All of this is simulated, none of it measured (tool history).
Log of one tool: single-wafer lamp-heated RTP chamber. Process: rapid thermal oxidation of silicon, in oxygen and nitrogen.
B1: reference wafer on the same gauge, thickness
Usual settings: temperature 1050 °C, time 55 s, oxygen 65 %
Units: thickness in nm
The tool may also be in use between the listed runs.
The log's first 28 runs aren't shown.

Run 29, day 85.512: usual settings; B1 6.643. Result: thickness 6.537 nm.
Run 30, day 88.596: usual settings but oxygen 42 %; B1 6.645. Result: thickness 5.683 nm.
Run 31, day 90.533: usual settings but temperature 1061 °C, time 34 s, oxygen 45 %; B1 6.653. Result: thickness 5.098 nm.
Run 32, day 92.429: usual settings but time 71 s, oxygen 86 %; B1 6.644. Result: thickness 8.247 nm.
Run 33, day 95.825: usual settings but temperature 1079 °C, time 66 s; B1 6.652. Result: thickness 8.761 nm.
At day 97.954: pyrometer window cleaned and pyrometer calibrated.
Run 34, day 99.738: usual settings but temperature 1037 °C, time 80 s, oxygen 54 %; B1 6.65. Result: thickness 6.489 nm.
Run 35, day 103.929: usual settings but temperature 1060 °C, time 72 s, oxygen 88 %; B1 6.656. Result: thickness 8.728 nm.
Run 36, day 108.038: usual settings; B1 6.642. Result: thickness 6.524 nm.
Run 37, day 110.233: usual settings but temperature 1070 °C, time 32 s; B1 6.654. Result: thickness 5.974 nm.
Run 38, day 113.254: usual settings but temperature 1073 °C, time 35 s; B1 6.65. Result: thickness 6.31 nm.

Forecast each of these 4 alternatives for the next run:
Run A, day 113.271: usual settings but temperature 1032 °C; B1 ?. Result: thickness ?.
Run B, day 113.271: usual settings but temperature 1078 °C, time 28 s, oxygen 88 %; B1 ?. Result: thickness ?.
Run C, day 113.271: usual settings but time 81 s, oxygen 83 %; B1 ?. Result: thickness ?.
Run D, day 113.271: usual settings but temperature 1041 °C, time 71 s, oxygen 79 %; B1 ?. Result: thickness ?.

run     B1  thickness
  A  6.654      5.808
  B  6.654      6.569
  C  6.654      8.524
  D  6.654      7.418
Without the tool's hidden state the same runs would have given:
run  thickness
  A      5.606
  B      6.355
  C      8.231
  D      7.161
